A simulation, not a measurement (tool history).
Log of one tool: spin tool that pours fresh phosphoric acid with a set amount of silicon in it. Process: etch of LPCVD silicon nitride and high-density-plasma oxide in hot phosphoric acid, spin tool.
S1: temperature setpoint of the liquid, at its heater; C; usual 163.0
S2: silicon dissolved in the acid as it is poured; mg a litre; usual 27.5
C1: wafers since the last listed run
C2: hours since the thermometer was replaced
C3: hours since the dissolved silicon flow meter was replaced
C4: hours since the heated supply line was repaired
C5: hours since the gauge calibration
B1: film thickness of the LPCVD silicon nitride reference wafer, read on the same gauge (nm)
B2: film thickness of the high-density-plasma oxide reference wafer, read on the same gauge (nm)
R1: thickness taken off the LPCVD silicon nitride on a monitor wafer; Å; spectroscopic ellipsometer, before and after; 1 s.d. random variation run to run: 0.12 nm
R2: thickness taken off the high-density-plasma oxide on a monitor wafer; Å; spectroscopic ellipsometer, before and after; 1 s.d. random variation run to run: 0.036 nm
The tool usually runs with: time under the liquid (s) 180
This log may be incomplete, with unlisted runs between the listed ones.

run 1 hour=0.0 | S1=163.0 S2=27.5 time_under_the_liquid_(s)=180 | C1=0 C2=121.8 C3=296.2 C4=361.8 C5=185.0 | B1=50.01 B2=99.999 | R1=191.4 R2=4.39
run 2 hour=37.5 | S1=164.0 S2=27.5 time_under_the_liquid_(s)=180 | C1=302 C2=159.3 C3=333.7 C4=399.3 C5=222.5 | B1=50.02 B2=99.974 | R1=196.1 R2=4.78
run 3 hour=105.0 | S1=164.0 S2=27.5 time_under_the_liquid_(s)=180 | C1=543 C2=226.8 C3=401.2 C4=466.8 C5=290.0 | B1=50.01 B2=99.956 | R1=196.0 R2=4.87
run 4 hour=163.3 | S1=163.0 S2=43.5 time_under_the_liquid_(s)=180 | C1=469 C2=285.1 C3=459.5 C4=525.1 C5=348.3 | B1=49.99 B2=100.054 | R1=190.5 R2=1.91
run 5 hour=250.4 | S1=163.0 S2=43.5 time_under_the_liquid_(s)=180 | C1=701 C2=372.2 C3=546.6 C4=612.2 C5=435.4 | B1=49.97 B2=99.982 | R1=188.4 R2=2.02
run 6 hour=306.5 | S1=163.0 S2=43.5 time_under_the_liquid_(s)=180 | C1=451 C2=428.3 C3=602.7 C4=668.3 C5=491.5 | B1=49.99 B2=99.969 | R1=190.5 R2=1.87
-- hour=346.9 thermometer replaced
run 7 hour=396.9 | S1=163.0 S2=27.5 time_under_the_liquid_(s)=180 | C1=720 C2=50.0 C3=693.1 C4=758.7 C5=581.9 | B1=49.98 B2=99.986 | R1=191.2 R2=4.73
-- hour=400.2 heated supply line repaired
run 8 hour=495.4 | S1=163.0 S2=27.5 time_under_the_liquid_(s)=180 | C1=785 C2=148.5 C3=791.6 C4=95.2 C5=680.4 | B1=49.99 B2=99.959 | R1=190.2 R2=4.38
run 9 hour=589.5 | S1=163.0 S2=27.5 time_under_the_liquid_(s)=180 | C1=758 C2=242.6 C3=885.7 C4=189.3 C5=774.5 | B1=49.98 B2=99.969 | R1=190.1 R2=4.26
run 10 hour=675.1 | S1=165.0 S2=11.0 time_under_the_liquid_(s)=260 | C1=689 C2=328.2 C3=971.3 C4=274.9 C5=860.1 | B1=50.01 B2=99.968 | R1=298.9 R2=11.85
run 11 hour=765.0 | S1=163.0 S2=27.5 time_under_the_liquid_(s)=180 | C1=724 C2=418.1 C3=1061.2 C4=364.8 C5=950.0 | B1=50.01 B2=100.002 | R1=191.8 R2=4.85
run 12 hour=819.2 | S1=161.0 S2=27.5 time_under_the_liquid_(s)=75 | C1=436 C2=472.3 C3=1115.4 C4=419.0 C5=1004.2 | B1=50.01 B2=100.003 | R1=74.7 R2=1.78
-- hour=829.6 thermometer replaced
run 13 hour=901.3 | S1=163.0 S2=43.5 time_under_the_liquid_(s)=180 | C1=653 C2=71.7 C3=1197.5 C4=501.1 C5=1086.3 | B1=50.00 B2=99.987 | R1=188.8 R2=1.84
-- hour=934.0 gauge calibrated
run 14 hour=966.7 | S1=160.0 S2=7.0 time_under_the_liquid_(s)=180 | C1=526 C2=137.1 C3=1262.9 C4=566.5 C5=32.7 | B1=50.01 B2=100.047 | R1=171.3 R2=7.22
-- hour=993.4 dissolved silicon flow meter replaced
run 15 hour=1046.1 | S1=163.0 S2=27.5 time_under_the_liquid_(s)=180 | C1=631 C2=216.5 C3=52.7 C4=645.9 C5=112.1 | B1=50.00 B2=100.015 | R1=192.5 R2=5.15
run 16 hour=1111.0 | S1=166.0 S2=27.5 time_under_the_liquid_(s)=180 | C1=522 C2=281.4 C3=117.6 C4=710.8 C5=177.0 | B1=50.00 B2=100.001 | R1=208.3 R2=5.77
run 17 hour=1191.1 | S1=161.0 S2=27.5 time_under_the_liquid_(s)=265 | C1=645 C2=361.5 C3=197.7 C4=790.9 C5=257.1 | B1=50.00 B2=99.976 | R1=263.0 R2=5.82
-- hour=1258.2 heated supply line repaired
run 18 hour=1293.7 | S1=163.0 S2=42.5 time_under_the_liquid_(s)=80 | C1=818 C2=464.1 C3=300.3 C4=35.5 C5=359.7 | B1=50.00 B2=100.047 | R1=85.0 R2=1.04
-- hour=1347.1 thermometer replaced
run 19 hour=1352.6 | S1=163.0 S2=27.5 time_under_the_liquid_(s)=180 | C1=466 C2=5.5 C3=359.2 C4=94.4 C5=418.6 | B1=50.00 B2=99.979 | R1=191.0 R2=4.28
run 20 hour=1444.7 | S1=163.0 S2=27.5 time_under_the_liquid_(s)=85 | C1=742 C2=97.6 C3=451.3 C4=186.5 C5=510.7 | B1=50.01 B2=100.036 | R1=90.2 R2=2.28
run 21 hour=1540.3 | S1=165.0 S2=37.5 time_under_the_liquid_(s)=125 | C1=770 C2=193.2 C3=546.9 C4=282.1 C5=606.3 | B1=50.00 B2=99.968 | R1=142.3 R2=2.48

Forecast each of these 4 alternatives for the next run:
run A hour=1540.8 | S1=163.0 S2=27.5 time_under_the_liquid_(s)=135 | C1=4 C2=193.7 C3=547.4 C4=282.6 C5=606.8 | B1=? B2=? | R1=? R2=?
run B hour=1540.8 | S1=160.5 S2=7.0 time_under_the_liquid_(s)=180 | C1=4 C2=193.7 C3=547.4 C4=282.6 C5=606.8 | B1=? B2=? | R1=? R2=?
run C hour=1540.8 | S1=160.5 S2=11.0 time_under_the_liquid_(s)=85 | C1=4 C2=193.7 C3=547.4 C4=282.6 C5=606.8 | B1=? B2=? | R1=? R2=?
run D hour=1540.8 | S1=163.0 S2=40.5 time_under_the_liquid_(s)=230 | C1=4 C2=193.7 C3=547.4 C4=282.6 C5=606.8 | B1=? B2=? | R1=? R2=?

run=A B1=50.00 B2=100.022 R1=143.6 R2=3.88
run=B B1=50.00 B2=100.022 R1=176.1 R2=7.51
run=C B1=50.00 B2=100.022 R1=83.2 R2=3.25
run=D B1=50.00 B2=100.022 R1=244.6 R2=3.48
Had the tool no hidden state, the same runs would have come out as:
run=A R1=143.6 R2=3.88
run=B R1=176.1 R2=7.51
run=C R1=83.2 R2=3.25
run=D R1=244.6 R2=3.48
